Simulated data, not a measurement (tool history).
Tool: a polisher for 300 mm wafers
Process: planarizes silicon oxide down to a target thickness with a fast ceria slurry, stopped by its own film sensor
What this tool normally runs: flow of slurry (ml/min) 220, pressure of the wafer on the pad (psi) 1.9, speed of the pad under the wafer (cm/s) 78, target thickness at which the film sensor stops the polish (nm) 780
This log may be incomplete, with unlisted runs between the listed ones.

run,hour,flow of slurry (ml/min),pressure of the wafer on the pad (psi),speed of the pad under the wafer (cm/s),target thickness at which the film sensor stops the polish (nm),wafers since the last listed run,wafers polished on this pad,hours since the slurry nozzle was cleaned,hours since the head pressure was calibrated,"incoming thickness of the incoming film, nm",time until the film sensor stopped the polish (s)
1,0,220,1.9,78,780,0,1271,168.7,253,1342.6,81.3
# hour 4.3: worn pad replaced by a new one
2,28.9,265,1.9,78,737,178,176,197.6,281.9,1335.8,82.7
3,56.3,220,1.7,78,780,195,372,225,309.3,1350.9,93.4
4,90.3,220,1.7,78,780,243,615,259,343.3,1362.2,94.5
5,107.1,220,1.9,78,780,120,735,275.8,360.1,1359.8,84
6,130.7,220,1.9,78,651,168,904,299.4,383.7,1332.2,100.9
7,165.2,265,1.9,78,780,246,1151,333.9,418.2,1366.4,84.1
8,179.3,265,1.9,78,780,100,1251,348,432.3,1357.1,81.2
9,191.9,220,1.9,78,780,90,1342,360.6,444.9,1341.5,85.2
# hour 205.9: worn pad replaced by a new one
10,217,220,1.9,78,780,150,79,385.7,470,1356.7,76.8
11,241.4,220,1.9,78,780,174,254,410.1,494.4,1335.4,79.8
12,268.2,220,1.6,78,696,191,445,436.9,521.2,1347.1,109.6
13,285.6,220,2.4,78,639,124,570,454.3,538.6,1332.7,77.8
14,306.9,220,2.4,78,639,152,722,475.6,559.9,1366.4,83.4
15,339.8,220,2.4,78,639,235,957,508.5,592.8,1347.6,81.7
16,354.4,220,1.9,78,780,104,1062,523.1,607.4,1342.9,83.9
# hour 370.3: worn pad replaced by a new one
# hour 374.6: slurry nozzle cleaned
17,378,220,1.9,78,780,133,47,3.4,631,1363.7,80.6
18,399.5,220,1.9,78,780,153,201,24.9,652.5,1356.9,82.6
19,426,220,1.9,78,780,189,391,51.4,679,1340.8,78.7
20,445.5,220,1.9,78,780,139,530,70.9,698.5,1352.8,83.5
21,457.7,145,1.9,70,615,87,617,83.1,710.7,1332.2,123.5
# hour 466.4: head pressure recalibrated
22,478.6,275,1.9,78,780,135,753,104,12.2,1353.4,80
23,511.1,220,2.2,78,605,232,985,136.5,44.7,1362.2,97.9
24,543.8,280,2.5,78,780,233,1219,169.2,77.4,1339.2,62.4
# hour 552.1: worn pad replaced by a new one
25,558.2,220,1.2,78,780,74,43,183.6,91.8,1340.3,120.9
26,570.9,220,2.3,78,780,90,134,196.3,104.5,1353.5,66.6
27,590.2,290,1.9,78,780,138,272,215.6,123.8,1359,80.8
28,603.6,220,1.6,66,852,95,368,229,137.2,1329.6,94.7
29,632.5,180,1.9,78,780,206,575,257.9,166.1,1370.9,89.7
30,661.3,220,1.9,78,780,206,781,286.7,194.9,1340.7,80.7
31,676.9,175,1.5,52,780,111,893,302.3,210.5,1339.9,148.4
32,698.5,285,1.4,78,909,154,1047,323.9,232.1,1336.5,82.8
# hour 724.1: worn pad replaced by a new one
33,729.1,195,2.6,78,896,190,35,354.5,262.7,1357,46.6
34,747.4,165,2.2,90,780,130,166,372.8,281,1323.3,62.5
35,762.7,220,1.9,78,663,109,276,388.1,296.3,1334.4,94.9
36,794.2,240,2.4,60,926,225,501,419.6,327.8,1372,63.4
37,807.2,285,1.7,96,780,92,594,432.6,340.8,1374.5,76.9
38,831.2,220,1.9,78,780,171,766,456.6,364.8,1355.9,83.7

Measured result minus the same run's result without the hidden state. Both carry the same run-to-run variation, though not necessarily the same gauge scatter:
Unlogged tool condition in this case: removal rate lost through wear of the pad, %; slurry flow missing at the pad, %; deviation of the head's pressure from its setpoint, %.
run,time until the film sensor stopped the polish (s)
1,+6.2
2,+2.1
3,+4.2
4,+5.5
5,+5.3
6,+6.8
7,+6
8,+5.9
9,+6.2
10,+1
11,+2.7
12,+5.4
13,+4.3
14,+5.2
15,+5.6
16,+5.9
17,+1.8
18,+3.5
19,+4.6
20,+5.7
21,+8.9
22,+6.2
23,+8.1
24,+5.4
25,+2.3
26,+2.1
27,+3.8
28,+5.2
29,+6.1
30,+6.1
31,+11.7
32,+6.7
33,+0.8
34,+2.2
35,+4.4
36,+4
37,+5.1
38,+6.2

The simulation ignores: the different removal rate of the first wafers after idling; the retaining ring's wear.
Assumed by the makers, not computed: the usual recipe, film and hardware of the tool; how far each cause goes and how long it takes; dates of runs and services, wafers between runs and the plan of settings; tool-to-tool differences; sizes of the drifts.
